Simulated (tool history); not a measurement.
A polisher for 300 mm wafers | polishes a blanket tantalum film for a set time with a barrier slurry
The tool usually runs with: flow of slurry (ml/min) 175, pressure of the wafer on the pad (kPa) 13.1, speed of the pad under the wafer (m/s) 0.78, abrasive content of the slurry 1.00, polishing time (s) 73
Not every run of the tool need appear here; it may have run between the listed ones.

run,hour,flow of slurry (ml/min),pressure of the wafer on the pad (kPa),speed of the pad under the wafer (m/s),abrasive content of the slurry,polishing time (s),wafers since the last listed run,wafers polished on this pad,hours since the slurry nozzle was cleaned,hours since the head pressure was calibrated,hours since the slurry blender was calibrated,"incoming thickness of the incoming film, nm",film removed (Å)
1,0.0,175,13.1,0.78,1.00,73,0,5068,613.2,124.3,151.2,280.9,887
# hour 50.2: worn pad replaced by a new one
2,50.7,175,13.1,0.78,1.00,73,608,6,663.9,175.0,201.9,278.2,885
3,128.8,175,13.1,0.78,1.00,73,1018,1024,742.0,253.1,280.0,278.3,876
4,174.1,175,9.7,0.78,1.00,85,590,1615,787.3,298.4,325.3,278.5,743
# hour 212.6: slurry nozzle cleaned
5,228.7,175,13.1,0.78,1.00,73,698,2314,16.1,353.0,379.9,281.9,873
# hour 276.9: slurry blender recalibrated
6,330.3,175,13.1,0.78,1.00,73,1298,3613,117.7,454.6,53.4,280.5,881
7,428.4,175,13.1,0.78,1.00,73,1279,4892,215.8,552.7,151.5,275.0,890
# hour 490.6: worn pad replaced by a new one
8,506.7,175,13.1,0.78,1.00,73,968,209,294.1,631.0,229.8,281.8,868
9,595.5,175,13.1,0.78,1.00,73,1158,1367,382.9,719.8,318.6,278.8,887
# hour 613.0: slurry blender recalibrated
10,694.5,175,13.1,0.78,1.00,73,1264,2632,481.9,818.8,81.5,278.7,867
11,739.6,175,13.1,0.78,1.00,73,588,3220,527.0,863.9,126.6,281.4,883
12,786.1,175,13.1,0.78,1.00,73,606,3827,573.5,910.4,173.1,278.3,869
13,892.9,175,13.1,0.78,1.00,60,1392,5219,680.3,1017.2,279.9,280.1,722
# hour 908.4: worn pad replaced by a new one
14,963.4,175,13.1,0.78,1.00,73,867,716,750.8,1087.7,350.4,283.6,880
15,1016.0,175,9.7,0.58,1.15,50,685,1402,803.4,1140.3,403.0,276.4,367
# hour 1027.9: slurry blender recalibrated
16,1119.4,230,13.1,0.78,1.00,73,1322,2724,906.8,1243.7,91.5,275.0,903
# hour 1164.6: slurry nozzle cleaned
17,1166.8,120,13.1,1.00,0.80,73,605,3329,2.2,1291.1,138.9,281.6,900
18,1238.3,175,13.1,0.78,0.85,56,932,4262,73.7,1362.6,210.4,283.2,632
# hour 1347.6: worn pad replaced by a new one
# hour 1352.2: head pressure recalibrated
# hour 1414.4: slurry blender recalibrated
19,1449.8,175,13.1,1.06,1.00,73,2653,1280,285.2,97.6,35.4,282.5,1130
20,1533.5,175,13.1,0.78,0.85,56,1091,2372,368.9,181.3,119.1,279.4,625
21,1579.1,175,13.1,0.78,1.00,73,594,2967,414.5,226.9,164.7,282.6,865
22,1683.3,175,13.1,0.78,1.00,73,1358,4325,518.7,331.1,268.9,286.5,882
# hour 1741.3: worn pad replaced by a new one
23,1741.8,175,9.7,0.78,1.00,73,710,7,577.2,389.6,327.4,276.7,633
# hour 1775.9: slurry blender recalibrated
24,1850.5,235,13.1,0.78,1.25,73,1391,1398,685.9,498.3,74.6,283.0,976
25,1899.8,175,13.1,0.78,1.25,65,642,2041,735.2,547.6,123.9,281.6,837
26,1961.0,175,13.1,0.78,1.00,62,798,2839,796.4,608.8,185.1,282.3,738

Hidden state, per run?
removal rate lost through wear of the pad, %: 0, the same for each run
slurry flow missing at the pad, %: 0, the same for each run
deviation of the head's pressure from its setpoint, %: 0, the same for each run
abrasive missing from the slurry, %: 0, the same for each run
